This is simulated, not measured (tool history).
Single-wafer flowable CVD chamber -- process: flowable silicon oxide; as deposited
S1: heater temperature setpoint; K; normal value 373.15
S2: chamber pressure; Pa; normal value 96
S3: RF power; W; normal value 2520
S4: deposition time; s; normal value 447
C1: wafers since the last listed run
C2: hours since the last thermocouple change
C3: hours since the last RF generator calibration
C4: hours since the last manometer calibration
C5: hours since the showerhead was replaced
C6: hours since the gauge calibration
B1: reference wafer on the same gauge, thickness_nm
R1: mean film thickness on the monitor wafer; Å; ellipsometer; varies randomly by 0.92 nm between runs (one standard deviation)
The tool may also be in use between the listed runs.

run 1 day=0 | S1=366.15 S2=96 S3=2520 S4=413 | C1=0 C2=642.1 C3=1719.9 C4=1578.1 C5=4338.9 C6=512.5 | B1=227.033 | R1=2946.71
-- day=1 capacitance manometer re-zeroed and calibrated
run 2 day=1.021 | S1=366.15 S2=96 S3=2520 S4=413 | C1=80 C2=666.6 C3=1744.4 C4=0.5 C5=4363.4 C6=537 | B1=227.064 | R1=2923.95
run 3 day=1.125 | S1=373.15 S2=106.1 S3=2520 S4=447 | C1=12 C2=669.1 C3=1746.9 C4=3 C5=4365.9 C6=539.5 | B1=227.017 | R1=2654.48
-- day=1.971 showerhead replaced
run 4 day=1.992 | S1=373.15 S2=106.1 S3=2520 S4=447 | C1=62 C2=689.9 C3=1767.7 C4=23.8 C5=0.5 C6=560.3 | B1=226.911 | R1=2638.77
run 5 day=2.096 | S1=373.15 S2=106.1 S3=2520 S4=447 | C1=12 C2=692.4 C3=1770.2 C4=26.3 C5=3 C6=562.8 | B1=226.945 | R1=2649.82
run 6 day=2.483 | S1=373.15 S2=96 S3=2520 S4=447 | C1=45 C2=701.7 C3=1779.5 C4=35.6 C5=12.3 C6=572.1 | B1=226.932 | R1=2440.49
run 7 day=3.15 | S1=373.15 S2=96 S3=2520 S4=447 | C1=78 C2=717.7 C3=1795.5 C4=51.6 C5=28.3 C6=588.1 | B1=226.972 | R1=2432.89
run 8 day=3.479 | S1=373.15 S2=96 S3=2520 S4=447 | C1=38 C2=725.6 C3=1803.4 C4=59.5 C5=36.2 C6=596 | B1=226.976 | R1=2430.71
-- day=3.567 gauge calibrated
run 9 day=3.883 | S1=382.15 S2=96 S3=2520 S4=530 | C1=47 C2=735.3 C3=1813.1 C4=69.2 C5=45.9 C6=7.6 | B1=227.127 | R1=2057.58
run 10 day=4.408 | S1=373.15 S2=106.1 S3=2520 S4=447 | C1=61 C2=747.9 C3=1825.7 C4=81.8 C5=58.5 C6=20.2 | B1=226.915 | R1=2641.94
run 11 day=5.15 | S1=373.15 S2=96 S3=2715 S4=447 | C1=86 C2=765.7 C3=1843.5 C4=99.6 C5=76.3 C6=38 | B1=226.996 | R1=2452.18
run 12 day=5.567 | S1=373.15 S2=96 S3=2520 S4=447 | C1=48 C2=775.7 C3=1853.5 C4=109.6 C5=86.3 C6=48 | B1=226.908 | R1=2439.37
run 13 day=6.142 | S1=373.15 S2=96 S3=2225 S4=447 | C1=67 C2=789.5 C3=1867.3 C4=123.4 C5=100.1 C6=61.8 | B1=226.937 | R1=2378.92
-- day=7.204 RF generator calibrated
run 14 day=7.225 | S1=373.15 S2=96 S3=2300 S4=447 | C1=87 C2=815.5 C3=0.5 C4=149.4 C5=126.1 C6=87.8 | B1=227.153 | R1=2387.07
run 15 day=7.55 | S1=385.15 S2=96 S3=2520 S4=447 | C1=38 C2=823.3 C3=8.3 C4=157.2 C5=133.9 C6=95.6 | B1=227.011 | R1=1543.48
run 16 day=8.154 | S1=373.15 S2=96 S3=2520 S4=498 | C1=70 C2=837.8 C3=22.8 C4=171.7 C5=148.4 C6=110.1 | B1=227.015 | R1=2677.12
run 17 day=8.879 | S1=373.15 S2=96 S3=2730 S4=447 | C1=84 C2=855.2 C3=40.2 C4=189.1 C5=165.8 C6=127.5 | B1=227.039 | R1=2425.8
run 18 day=9.267 | S1=373.15 S2=96 S3=2520 S4=447 | C1=45 C2=864.5 C3=49.5 C4=198.4 C5=175.1 C6=136.8 | B1=226.962 | R1=2400.83
-- day=9.733 thermocouple changed; heater temperature recalibrated
run 19 day=9.929 | S1=381.15 S2=89.9 S3=2690 S4=377 | C1=38 C2=4.7 C3=65.4 C4=214.3 C5=191 C6=152.7 | B1=227.195 | R1=1507.76
run 20 day=10.312 | S1=373.15 S2=83.9 S3=2055 S4=405 | C1=44 C2=13.9 C3=74.6 C4=223.5 C5=200.2 C6=161.9 | B1=226.786 | R1=1999.65
run 21 day=10.662 | S1=373.15 S2=84.4 S3=2520 S4=481 | C1=40 C2=22.3 C3=83 C4=231.9 C5=208.6 C6=170.3 | B1=227.127 | R1=2453.34
run 22 day=11.258 | S1=385.15 S2=96 S3=2520 S4=447 | C1=69 C2=36.6 C3=97.3 C4=246.2 C5=222.9 C6=184.6 | B1=227.032 | R1=1618.14
run 23 day=11.65 | S1=373.15 S2=96 S3=2520 S4=447 | C1=45 C2=46 C3=106.7 C4=255.6 C5=232.3 C6=194 | B1=226.873 | R1=2530.97
run 24 day=12.321 | S1=373.15 S2=96 S3=2520 S4=373 | C1=78 C2=62.1 C3=122.8 C4=271.7 C5=248.4 C6=210.1 | B1=227.164 | R1=2096.47
run 25 day=12.917 | S1=373.15 S2=96 S3=2520 S4=447 | C1=69 C2=76.4 C3=137.1 C4=286 C5=262.7 C6=224.4 | B1=226.963 | R1=2512.47
run 26 day=13.479 | S1=373.15 S2=96 S3=2520 S4=447 | C1=65 C2=89.9 C3=150.6 C4=299.5 C5=276.2 C6=237.9 | B1=226.888 | R1=2526.05
run 27 day=14.183 | S1=373.15 S2=96 S3=2520 S4=470 | C1=82 C2=106.8 C3=167.5 C4=316.4 C5=293.1 C6=254.8 | B1=227.089 | R1=2645.27

5 ways to go on from here, each from the tool as it stands after run 27. What would each give?
run A day=14.204 | S1=373.15 S2=96 S3=2990 S4=447 | C1=2 C2=107.3 C3=168 C4=316.9 C5=293.6 C6=255.3 | B1=? | R1=?
run B day=14.204 | S1=373.15 S2=96 S3=2260 S4=521 | C1=2 C2=107.3 C3=168 C4=316.9 C5=293.6 C6=255.3 | B1=? | R1=?
run C day=14.204 | S1=386.15 S2=79.6 S3=2765 S4=509 | C1=2 C2=107.3 C3=168 C4=316.9 C5=293.6 C6=255.3 | B1=? | R1=?
run D day=14.204 | S1=373.15 S2=103.7 S3=2700 S4=492 | C1=2 C2=107.3 C3=168 C4=316.9 C5=293.6 C6=255.3 | B1=? | R1=?
run E day=14.204 | S1=373.15 S2=104.3 S3=2860 S4=447 | C1=2 C2=107.3 C3=168 C4=316.9 C5=293.6 C6=255.3 | B1=? | R1=?

run=A B1=227.01 R1=2566.26
run=B B1=227.01 R1=2904.25
run=C B1=227.01 R1=1543.85
run=D B1=227.01 R1=2983.58
run=E B1=227.01 R1=2735.21
Stripped of hidden state, with their random variation kept, the same runs would have yielded:
run=A R1=2597.74
run=B R1=2939.88
run=C R1=1560.92
run=D R1=3020.18
run=E R1=2768.77
